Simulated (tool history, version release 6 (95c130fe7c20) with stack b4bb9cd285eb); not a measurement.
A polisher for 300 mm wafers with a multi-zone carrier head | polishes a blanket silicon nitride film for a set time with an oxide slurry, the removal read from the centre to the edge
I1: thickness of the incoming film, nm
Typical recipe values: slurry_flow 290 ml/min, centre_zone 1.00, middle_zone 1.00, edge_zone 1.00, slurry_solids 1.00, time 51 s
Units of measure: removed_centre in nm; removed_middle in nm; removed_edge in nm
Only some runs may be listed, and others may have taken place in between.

run 1 hour=0.0 | slurry_flow=290 centre_zone=1.00 middle_zone=1.10 edge_zone=1.00 slurry_solids=1.00 time=51 | I1=568.3 | removed_centre=37.6 removed_middle=41.1 removed_edge=37.5
run 2 hour=78.4 | slurry_flow=290 centre_zone=1.00 middle_zone=1.10 edge_zone=1.00 slurry_solids=1.00 time=51 | I1=577.3 | removed_centre=36.6 removed_middle=38.9 removed_edge=35.6
run 3 hour=115.1 | slurry_flow=350 centre_zone=1.00 middle_zone=1.00 edge_zone=1.00 slurry_solids=1.00 time=51 | I1=581.7 | removed_centre=36.2 removed_middle=35.6 removed_edge=36.3
run 4 hour=221.3 | slurry_flow=350 centre_zone=1.00 middle_zone=1.00 edge_zone=1.00 slurry_solids=1.00 time=51 | I1=569.5 | removed_centre=35.2 removed_middle=35.1 removed_edge=35.6
-- hour=262.9 worn pad replaced by a new one
run 5 hour=326.2 | slurry_flow=290 centre_zone=1.00 middle_zone=1.00 edge_zone=1.00 slurry_solids=1.00 time=51 | I1=575.7 | removed_centre=36.2 removed_middle=36.3 removed_edge=36.3
-- hour=379.7 carrier head's membrane replaced by a new one
-- hour=391.0 centre zone pressure recalibrated
run 6 hour=392.5 | slurry_flow=290 centre_zone=1.00 middle_zone=1.00 edge_zone=1.00 slurry_solids=1.00 time=51 | I1=573.6 | removed_centre=35.3 removed_middle=36.0 removed_edge=35.1
run 7 hour=434.5 | slurry_flow=290 centre_zone=1.00 middle_zone=1.00 edge_zone=1.00 slurry_solids=1.00 time=51 | I1=578.7 | removed_centre=35.5 removed_middle=35.0 removed_edge=35.2
-- hour=475.5 slurry nozzle cleaned
run 8 hour=493.0 | slurry_flow=290 centre_zone=0.95 middle_zone=1.08 edge_zone=1.00 slurry_solids=0.80 time=64 | I1=578.5 | removed_centre=37.6 removed_middle=42.1 removed_edge=38.3
-- hour=519.7 worn pad replaced by a new one
run 9 hour=567.9 | slurry_flow=290 centre_zone=1.00 middle_zone=0.95 edge_zone=1.11 slurry_solids=1.00 time=58 | I1=589.7 | removed_centre=41.4 removed_middle=38.6 removed_edge=43.7
run 10 hour=659.0 | slurry_flow=290 centre_zone=1.00 middle_zone=1.00 edge_zone=1.00 slurry_solids=1.00 time=51 | I1=580.4 | removed_centre=35.1 removed_middle=34.6 removed_edge=35.4
run 11 hour=732.7 | slurry_flow=290 centre_zone=1.00 middle_zone=1.03 edge_zone=0.91 slurry_solids=1.20 time=35 | I1=577.4 | removed_centre=26.0 removed_middle=26.1 removed_edge=25.0
-- hour=742.6 worn pad replaced by a new one
run 12 hour=805.3 | slurry_flow=290 centre_zone=0.92 middle_zone=1.00 edge_zone=1.11 slurry_solids=1.00 time=51 | I1=576.7 | removed_centre=34.4 removed_middle=36.2 removed_edge=37.9
run 13 hour=907.9 | slurry_flow=290 centre_zone=1.00 middle_zone=1.00 edge_zone=1.00 slurry_solids=1.00 time=51 | I1=571.5 | removed_centre=35.5 removed_middle=34.2 removed_edge=35.2
-- hour=938.3 edge zone pressure recalibrated
-- hour=958.2 carrier head's membrane replaced by a new one
-- hour=1009.5 worn pad replaced by a new one
run 14 hour=1015.2 | slurry_flow=290 centre_zone=1.00 middle_zone=1.00 edge_zone=1.00 slurry_solids=1.00 time=51 | I1=582.9 | removed_centre=37.8 removed_middle=37.2 removed_edge=37.9
-- hour=1261.9 worn pad replaced by a new one
run 15 hour=1292.8 | slurry_flow=290 centre_zone=1.00 middle_zone=0.93 edge_zone=1.00 slurry_solids=1.00 time=51 | I1=578.6 | removed_centre=37.1 removed_middle=34.4 removed_edge=37.2

Below are 4 alternative next runs, each starting from the tool's condition after run 15. Predict each:
run A hour=1293.2 | slurry_flow=290 centre_zone=1.00 middle_zone=1.00 edge_zone=1.00 slurry_solids=1.00 time=51 | I1=573.7 | removed_centre=? removed_middle=? removed_edge=?
run B hour=1293.2 | slurry_flow=290 centre_zone=1.00 middle_zone=0.96 edge_zone=1.05 slurry_solids=1.00 time=51 | I1=573.7 | removed_centre=? removed_middle=? removed_edge=?
run C hour=1293.2 | slurry_flow=290 centre_zone=1.00 middle_zone=1.00 edge_zone=1.00 slurry_solids=1.25 time=51 | I1=573.7 | removed_centre=? removed_middle=? removed_edge=?
run D hour=1293.2 | slurry_flow=290 centre_zone=1.10 middle_zone=1.00 edge_zone=1.00 slurry_solids=1.00 time=51 | I1=573.7 | removed_centre=? removed_middle=? removed_edge=?

run=A removed_centre=36.7 removed_middle=36.9 removed_edge=37.1
run=B removed_centre=36.7 removed_middle=35.7 removed_edge=38.0
run=C removed_centre=40.5 removed_middle=40.8 removed_edge=40.9
run=D removed_centre=40.4 removed_middle=36.9 removed_edge=37.1
Stripped of hidden state, with their random variation kept, the same runs would have yielded:
run=A removed_centre=37.8 removed_middle=38.0 removed_edge=38.2
run=B removed_centre=37.8 removed_middle=36.7 removed_edge=39.1
run=C removed_centre=41.7 removed_middle=42.0 removed_edge=42.2
run=D removed_centre=41.6 removed_middle=38.0 removed_edge=38.2
